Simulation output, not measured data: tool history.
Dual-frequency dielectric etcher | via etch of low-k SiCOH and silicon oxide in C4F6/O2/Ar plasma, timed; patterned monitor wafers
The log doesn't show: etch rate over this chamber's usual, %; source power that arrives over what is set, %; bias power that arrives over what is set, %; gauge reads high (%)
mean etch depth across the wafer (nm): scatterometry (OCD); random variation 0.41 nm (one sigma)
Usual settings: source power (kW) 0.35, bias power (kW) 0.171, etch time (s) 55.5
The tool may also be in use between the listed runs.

| run | hour | source power (kW) | bias power (kW) | etch time (s) | wafers since the last listed run | hours since the last wet clean | hours since the last source power generator calibration | hours since the last bias power generator calibration | hours since the last upper electrode change | hours since the gauge calibration | read-back reference wafer on the same gauge, depth_nm | mean etch depth across the wafer (nm) |
|---|---|---|---|---|---|---|---|---|---|---|---|---|
| 1 | 0 | 0.35 | 0.171 | 55.5 | 0 | 409.7 | 4596.9 | 2093.4 | 4470 | 99.2 | 164.9 | 146.3 |
|  | 8.1 | gauge calibrated |
| 2 | 14 | 0.35 | 0.171 | 55.5 | 201 | 423.7 | 4610.9 | 2107.4 | 4484 | 5.9 | 164.9 | 147.2 |
| 3 | 29 | 0.35 | 0.171 | 55.5 | 216 | 438.7 | 4625.9 | 2122.4 | 4499 | 20.9 | 165 | 147.1 |
|  | 55.1 | upper electrode replaced |
| 4 | 55.6 | 0.35 | 0.171 | 55.5 | 37 | 465.3 | 4652.5 | 2149 | 0.5 | 47.5 | 165 | 147.2 |
| 5 | 56.5 | 0.35 | 0.189 | 64.5 | 12 | 466.2 | 4653.4 | 2149.9 | 1.4 | 48.4 | 165 | 174.8 |
| 6 | 74.4 | 0.35 | 0.189 | 64.5 | 258 | 484.1 | 4671.3 | 2167.8 | 19.3 | 66.3 | 165 | 175.7 |
|  | 85.7 | source power generator calibrated |
|  | 102.4 | bias power generator calibrated |
|  | 111.2 | wet clean of the chamber |
| 7 | 111.7 | 0.35 | 0.189 | 64.5 | 296 | 0.5 | 26 | 9.3 | 56.6 | 103.6 | 164.9 | 169.6 |

The next listed run, before its measurement:
| 8 | 112 | 0.35 | 0.171 | 67.5 | 4 | 0.8 | 26.3 | 9.6 | 56.9 | 103.9 | ? | ? |

{"run 8": {"read-back reference wafer on the same gauge, depth_nm": 165.1, "mean etch depth across the wafer (nm)": 173.1}}
Without the tool's hidden state the same run would have given mean etch depth across the wafer (nm) 172.2.

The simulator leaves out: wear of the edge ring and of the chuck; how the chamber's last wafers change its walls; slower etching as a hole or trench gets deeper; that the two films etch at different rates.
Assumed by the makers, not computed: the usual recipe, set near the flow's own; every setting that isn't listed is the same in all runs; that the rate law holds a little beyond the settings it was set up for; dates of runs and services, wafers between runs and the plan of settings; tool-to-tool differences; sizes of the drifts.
